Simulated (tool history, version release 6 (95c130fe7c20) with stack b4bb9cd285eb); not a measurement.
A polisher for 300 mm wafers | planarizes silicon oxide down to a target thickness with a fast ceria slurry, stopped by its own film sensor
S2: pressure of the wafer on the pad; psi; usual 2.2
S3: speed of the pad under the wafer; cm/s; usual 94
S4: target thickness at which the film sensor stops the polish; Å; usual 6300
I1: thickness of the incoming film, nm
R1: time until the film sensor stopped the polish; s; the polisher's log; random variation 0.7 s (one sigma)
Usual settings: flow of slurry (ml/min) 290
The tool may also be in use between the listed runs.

Run 1, day 0.000: usual settings but S3 84 cm/s; I1 1336.1. Result: R1 70.3 s.
Run 2, day 1.229: usual settings; I1 1350.2. Result: R1 64.6 s.
At day 3.017: worn pad replaced by a new one.
At day 4.017: slurry nozzle cleaned.
Run 3, day 4.196: usual settings; I1 1325.0. Result: R1 61.5 s.
Run 4, day 7.108: usual settings; I1 1352.8. Result: R1 65.1 s.
Run 5, day 8.829: usual settings but S4 5180 Å; I1 1320.9. Result: R1 73.4 s.
Run 6, day 10.521: usual settings but S4 5180 Å; I1 1324.2. Result: R1 73.8 s.
At day 10.700: worn pad replaced by a new one.
Run 7, day 12.796: usual settings but S2 1.6 psi; I1 1332.6. Result: R1 73.9 s.
At day 12.942: head pressure recalibrated.
Run 8, day 15.271: usual settings but S2 1.6 psi; I1 1351.5. Result: R1 80.6 s.
Run 9, day 16.312: usual settings; I1 1343.1. Result: R1 67.5 s.
At day 17.621: worn pad replaced by a new one.
Run 10, day 18.688: usual settings but S3 86 cm/s, S4 7280 Å; I1 1314.2. Result: R1 58.8 s.
At day 20.854: slurry nozzle cleaned.
Run 11, day 21.829: usual settings; I1 1330.0. Result: R1 65.7 s.
At day 24.346: worn pad replaced by a new one.
Run 12, day 24.642: usual settings but flow of slurry (ml/min) 340, S3 126 cm/s, S4 8520 Å; I1 1317.0. Result: R1 30.7 s.
Run 13, day 26.412: usual settings but S3 86 cm/s; I1 1341.0. Result: R1 69.8 s.
Run 14, day 27.533: usual settings but flow of slurry (ml/min) 370, S3 72 cm/s; I1 1352.6. Result: R1 83.1 s.
Run 15, day 30.421: usual settings but S2 1.7 psi; I1 1350.3. Result: R1 76.9 s.
Run 16, day 31.871: usual settings but flow of slurry (ml/min) 215; I1 1320.3. Result: R1 66.1 s.

Hidden state or all else? Some run-to-run changes of R1, split into what the settings, what came in and random variation would give without the hidden state, and what is left for the hidden state (with any gauge scatter that isn't in both results):
The hidden state here: removal rate lost through wear of the pad, %; slurry flow missing at the pad, %; deviation of the head's pressure from its setpoint, %.
Run 7 -> 8: head pressure recalibrated. R1 +6.7 s: hidden state +5.3, all else +1.4.
Run 12 -> 13: flow of slurry (ml/min) 340 -> 290, S3 126 -> 86, S4 8520 -> 6300. R1 +39.1 s: hidden state +0.0, all else +39.1.
